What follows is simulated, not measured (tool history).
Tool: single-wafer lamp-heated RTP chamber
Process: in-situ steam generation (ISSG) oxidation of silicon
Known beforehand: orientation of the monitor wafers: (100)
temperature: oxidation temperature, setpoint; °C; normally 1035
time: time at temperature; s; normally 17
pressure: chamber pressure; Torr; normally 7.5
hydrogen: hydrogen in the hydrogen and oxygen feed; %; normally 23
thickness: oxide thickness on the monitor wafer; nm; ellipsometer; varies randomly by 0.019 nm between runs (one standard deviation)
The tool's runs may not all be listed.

run,day,temperature,time,pressure,hydrogen,wafers since the last listed run,wafers since the last pyrometer calibration,hours since the pressure gauge was zeroed,hours since the hydrogen flow controller was replaced,hours since the gauge calibration,"read-back reference wafer on the same gauge, thickness",thickness
1,0.000,1035,17,7.1,23,0,1262,2898.8,5784.6,1635.0,4.882,5.193
2,2.812,1035,17,7.1,23,607,1870,2966.3,5852.1,1702.5,4.886,5.190
3,7.221,1035,17,7.5,23,951,2821,3072.1,5957.9,1808.3,4.873,5.197
4,8.929,1045,21,7.5,23,368,3190,3113.1,5998.9,1849.3,4.882,6.078
5,10.667,1045,21,7.5,23,375,3566,3154.8,6040.6,1891.0,4.882,6.084
6,16.917,1045,21,7.5,23,1349,4915,3304.8,6190.6,2041.0,4.874,6.091
7,18.808,1035,17,7.5,23,408,5324,3350.2,6236.0,2086.4,4.874,5.220
# day 22.846: pyrometer window cleaned and pyrometer calibrated
8,25.975,1035,17,7.5,23,1475,675,3522.2,6408.0,2258.4,4.867,5.214
# day 27.304: hydrogen flow controller replaced
9,28.621,1035,17,7.5,23,499,1174,3585.7,31.6,2321.9,4.879,5.218
# day 28.804: gauge calibrated
10,31.862,1035,17,7.5,23,700,1874,3663.5,109.4,73.4,4.991,5.359
11,36.283,1025,17,7.5,23,954,2829,3769.6,215.5,179.5,4.972,5.086
12,38.817,1025,17,7.5,23,547,3376,3830.4,276.3,240.3,4.968,5.031
13,41.288,1025,17,7.5,23,533,3910,3889.7,335.6,299.6,4.957,5.090
14,44.262,1026,17,7.5,32,642,4552,3961.1,407.0,371.0,4.947,5.517
# day 45.958: pyrometer window cleaned and pyrometer calibrated
15,45.979,1035,17,7.5,23,298,4,4002.3,448.2,412.2,4.946,5.267
# day 49.333: pressure gauge zeroed
16,49.354,1020,14,7.5,19,656,661,0.5,529.2,493.2,4.934,4.266
17,55.679,1021,20,8.5,23,1365,2027,152.3,681.0,645.0,4.919,5.305
18,59.608,1035,14,8.0,18,848,2875,246.6,775.3,739.3,4.909,4.498
19,61.175,1044,19,7.5,26,338,3213,284.2,812.9,776.9,4.903,6.008
20,65.458,1026,17,7.5,32,924,4138,387.0,915.7,879.7,4.899,5.494
# day 68.604: pyrometer window cleaned and pyrometer calibrated
21,68.625,1029,11,7.0,28,611,4,463.0,991.7,955.7,4.898,4.339
22,72.579,1035,17,7.5,23,853,858,557.9,1086.6,1050.6,4.891,5.226
23,75.388,1035,17,7.5,23,606,1464,625.3,1154.0,1118.0,4.896,5.251
24,79.096,1020,14,7.5,19,800,2265,714.3,1243.0,1207.0,4.884,4.231
25,80.938,1046,17,7.0,15,397,2663,758.5,1287.2,1251.2,4.880,4.953
26,84.496,1035,17,7.0,23,768,3431,843.9,1372.6,1336.6,4.880,5.183

What if the next run were any one of these 3? Each begins from the tool's condition after run 26:
A,84.512,1024,17,7.5,23,3,3435,844.3,1373.0,1337.0,?,?
B,84.512,1035,20,8.5,23,3,3435,844.3,1373.0,1337.0,?,?
C,84.512,1035,17,8.7,31,3,3435,844.3,1373.0,1337.0,?,?

run,"read-back reference wafer on the same gauge, thickness",thickness
A,4.880,4.963
B,4.880,5.645
C,4.880,5.598
With no hidden state in the tool, these same runs would have given:
run,thickness
A,5.104
B,5.806
C,5.757
